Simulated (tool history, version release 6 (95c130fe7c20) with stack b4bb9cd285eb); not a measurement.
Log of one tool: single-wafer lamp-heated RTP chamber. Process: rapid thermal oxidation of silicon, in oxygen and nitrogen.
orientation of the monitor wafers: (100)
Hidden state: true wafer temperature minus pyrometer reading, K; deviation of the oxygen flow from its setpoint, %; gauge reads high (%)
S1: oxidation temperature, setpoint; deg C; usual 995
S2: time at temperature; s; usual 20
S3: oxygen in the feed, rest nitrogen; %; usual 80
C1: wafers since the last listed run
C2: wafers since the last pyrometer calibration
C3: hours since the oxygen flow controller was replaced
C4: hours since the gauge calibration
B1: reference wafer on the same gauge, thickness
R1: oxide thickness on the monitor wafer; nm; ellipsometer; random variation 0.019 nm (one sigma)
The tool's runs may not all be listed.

run 1 hour=0.0 | S1=995 S2=20 S3=80 | C1=0 C2=90 C3=2284.8 C4=2416.2 | B1=3.767 | R1=3.367
run 2 hour=153.8 | S1=995 S2=20 S3=80 | C1=1500 C2=1590 C3=2438.6 C4=2570.0 | B1=3.763 | R1=3.360
run 3 hour=228.6 | S1=995 S2=20 S3=80 | C1=729 C2=2320 C3=2513.4 C4=2644.8 | B1=3.760 | R1=3.358
run 4 hour=296.3 | S1=995 S2=20 S3=80 | C1=660 C2=2981 C3=2581.1 C4=2712.5 | B1=3.761 | R1=3.321
run 5 hour=402.2 | S1=987 S2=20 S3=71 | C1=1033 C2=4014 C3=2687.0 C4=2818.4 | B1=3.753 | R1=3.118
run 6 hour=440.3 | S1=987 S2=20 S3=71 | C1=371 C2=4385 C3=2725.1 C4=2856.5 | B1=3.753 | R1=3.104
run 7 hour=481.3 | S1=987 S2=20 S3=71 | C1=399 C2=4785 C3=2766.1 C4=2897.5 | B1=3.752 | R1=3.081
run 8 hour=581.6 | S1=995 S2=20 S3=80 | C1=978 C2=5764 C3=2866.4 C4=2997.8 | B1=3.749 | R1=3.350
run 9 hour=635.5 | S1=995 S2=20 S3=80 | C1=525 C2=6290 C3=2920.3 C4=3051.7 | B1=3.752 | R1=3.305
-- hour=789.6 pyrometer window cleaned and pyrometer calibrated
run 10 hour=916.7 | S1=995 S2=20 S3=80 | C1=2665 C2=1240 C3=3201.5 C4=3332.9 | B1=3.743 | R1=3.327
-- hour=961.6 gauge calibrated
run 11 hour=1192.0 | S1=995 S2=20 S3=80 | C1=2685 C2=3926 C3=3476.8 C4=230.4 | B1=3.833 | R1=3.399
run 12 hour=1264.8 | S1=995 S2=20 S3=80 | C1=710 C2=4636 C3=3549.6 C4=303.2 | B1=3.833 | R1=3.399
run 13 hour=1317.7 | S1=995 S2=20 S3=80 | C1=516 C2=5152 C3=3602.5 C4=356.1 | B1=3.828 | R1=3.441
run 14 hour=1369.3 | S1=995 S2=20 S3=80 | C1=503 C2=5655 C3=3654.1 C4=407.7 | B1=3.824 | R1=3.369
run 15 hour=1427.4 | S1=995 S2=20 S3=80 | C1=566 C2=6222 C3=3712.2 C4=465.8 | B1=3.826 | R1=3.383
-- hour=1492.8 oxygen flow controller replaced
run 16 hour=1497.1 | S1=995 S2=20 S3=80 | C1=601 C2=6824 C3=4.3 C4=535.5 | B1=3.821 | R1=3.381
run 17 hour=1537.4 | S1=995 S2=15 S3=80 | C1=393 C2=7217 C3=44.6 C4=575.8 | B1=3.822 | R1=3.090
-- hour=1558.4 pyrometer window cleaned and pyrometer calibrated
run 18 hour=1581.0 | S1=995 S2=15 S3=80 | C1=347 C2=220 C3=88.2 C4=619.4 | B1=3.817 | R1=3.080
run 19 hour=1674.0 | S1=1009 S2=20 S3=52 | C1=907 C2=1128 C3=181.2 C4=712.4 | B1=3.819 | R1=3.292
run 20 hour=1773.8 | S1=995 S2=20 S3=80 | C1=973 C2=2101 C3=281.0 C4=812.2 | B1=3.813 | R1=3.403
run 21 hour=1881.6 | S1=995 S2=20 S3=70 | C1=1051 C2=3153 C3=388.8 C4=920.0 | B1=3.812 | R1=3.257
run 22 hour=1980.5 | S1=995 S2=20 S3=80 | C1=964 C2=4118 C3=487.7 C4=1018.9 | B1=3.805 | R1=3.393
run 23 hour=2070.3 | S1=1018 S2=11 S3=67 | C1=876 C2=4994 C3=577.5 C4=1108.7 | B1=3.803 | R1=3.004
run 24 hour=2163.7 | S1=987 S2=20 S3=50 | C1=911 C2=5905 C3=670.9 C4=1202.1 | B1=3.800 | R1=2.863
run 25 hour=2219.1 | S1=995 S2=20 S3=54 | C1=540 C2=6445 C3=726.3 C4=1257.5 | B1=3.798 | R1=3.026
-- hour=2283.2 pyrometer window cleaned and pyrometer calibrated
run 26 hour=2404.9 | S1=1010 S2=12 S3=67 | C1=1734 C2=1187 C3=912.1 C4=1443.3 | B1=3.788 | R1=2.983
run 27 hour=2475.3 | S1=995 S2=20 S3=80 | C1=686 C2=1874 C3=982.5 C4=1513.7 | B1=3.793 | R1=3.379
run 28 hour=2559.0 | S1=995 S2=20 S3=80 | C1=816 C2=2690 C3=1066.2 C4=1597.4 | B1=3.787 | R1=3.363
run 29 hour=2605.4 | S1=978 S2=14 S3=98 | C1=452 C2=3143 C3=1112.6 C4=1643.8 | B1=3.785 | R1=2.881
run 30 hour=2710.0 | S1=984 S2=20 S3=80 | C1=1020 C2=4164 C3=1217.2 C4=1748.4 | B1=3.783 | R1=3.150
run 31 hour=2805.4 | S1=995 S2=20 S3=80 | C1=930 C2=5094 C3=1312.6 C4=1843.8 | B1=3.781 | R1=3.377
run 32 hour=2887.5 | S1=981 S2=14 S3=93 | C1=800 C2=5895 C3=1394.7 C4=1925.9 | B1=3.779 | R1=2.887
-- hour=2919.9 pyrometer window cleaned and pyrometer calibrated
run 33 hour=2989.5 | S1=1020 S2=27 S3=80 | C1=917 C2=679 C3=1496.7 C4=2027.9 | B1=3.775 | R1=4.429
run 34 hour=3088.9 | S1=995 S2=24 S3=66 | C1=969 C2=1649 C3=1596.1 C4=2127.3 | B1=3.773 | R1=3.375
run 35 hour=3144.9 | S1=995 S2=20 S3=80 | C1=546 C2=2195 C3=1652.1 C4=2183.3 | B1=3.769 | R1=3.334
run 36 hour=3379.3 | S1=968 S2=24 S3=55 | C1=2286 C2=4482 C3=1886.5 C4=2417.7 | B1=3.766 | R1=2.779
run 37 hour=3439.7 | S1=995 S2=20 S3=80 | C1=589 C2=5071 C3=1946.9 C4=2478.1 | B1=3.760 | R1=3.341

Forecast each of these 4 alternatives for the next run:
run A hour=3440.2 | S1=995 S2=20 S3=80 | C1=4 C2=5076 C3=1947.4 C4=2478.6 | B1=? | R1=?
run B hour=3440.2 | S1=975 S2=17 S3=98 | C1=4 C2=5076 C3=1947.4 C4=2478.6 | B1=? | R1=?
run C hour=3440.2 | S1=995 S2=11 S3=80 | C1=4 C2=5076 C3=1947.4 C4=2478.6 | B1=? | R1=?
run D hour=3440.2 | S1=995 S2=20 S3=98 | C1=4 C2=5076 C3=1947.4 C4=2478.6 | B1=? | R1=?

run=A B1=3.762 R1=3.342
run=B B1=3.762 R1=2.972
run=C B1=3.762 R1=2.764
run=D B1=3.762 R1=3.546
Without the tool's hidden state the same runs would have given:
run=A R1=3.413
run=B R1=3.036
run=C R1=2.823
run=D R1=3.622
